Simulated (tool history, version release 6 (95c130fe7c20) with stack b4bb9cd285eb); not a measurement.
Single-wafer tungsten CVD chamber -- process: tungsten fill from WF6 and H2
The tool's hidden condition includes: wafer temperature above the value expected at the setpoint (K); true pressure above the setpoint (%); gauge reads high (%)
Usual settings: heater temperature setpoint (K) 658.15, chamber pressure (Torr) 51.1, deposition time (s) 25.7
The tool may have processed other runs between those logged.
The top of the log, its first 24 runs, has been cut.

run	hour	heater temperature setpoint (K)	chamber pressure (Torr)	deposition time (s)	wafers since the last listed run	hours since the last thermocouple change	hours since the last manometer calibration	hours since the showerhead was replaced	hours since the gauge calibration	read-back reference wafer on the same gauge, thickness_nm	mean film thickness on the monitor wafer (Å)
25	817.9	653.15	44.1	30	594	201.9	56.9	167.2	88.9	83.555	623.22
26	843.4	654.15	39	30	533	227.4	82.4	192.7	114.4	83.505	538.01
27	858.3	646.15	39.4	29.5	311	242.3	97.3	207.6	129.3	83.443	446.05
28	882	658.15	63	30.7	495	266	121	231.3	153	83.472	1000.21
29	903.4	651.15	56.6	21.2	447	287.4	142.4	252.7	174.4	83.555	538.37
30	933.5	663.15	62.7	25.7	629	317.5	172.5	282.8	204.5	83.501	933.61
31	957.7	658.15	63.6	25.7	506	341.7	196.7	307	228.7	83.461	841.35
32	990.5	658.15	41.5	25.7	686	374.5	229.5	339.8	261.5	83.537	551.7
33	1003.7	658.15	59.3	25.7	276	387.7	242.7	353	274.7	83.468	799.59

What if the next run were any one of these 3? Each begins from the tool's condition after run 33:
A	1004.1	658.15	51.1	25.7	8	388.1	243.1	353.4	275.1	?	?
B	1004.1	664.15	43.4	29.5	8	388.1	243.1	353.4	275.1	?	?
C	1004.1	668.15	56.3	25.7	8	388.1	243.1	353.4	275.1	?	?

run	read-back reference wafer on the same gauge, thickness_nm	mean film thickness on the monitor wafer (Å)
A	83.457	705.2
B	83.457	772.41
C	83.457	959.02
The same runs, with their run-to-run variation unchanged, on a tool lacking any hidden condition would have given:
run	mean film thickness on the monitor wafer (Å)
A	702.71
B	769.54
C	955.67
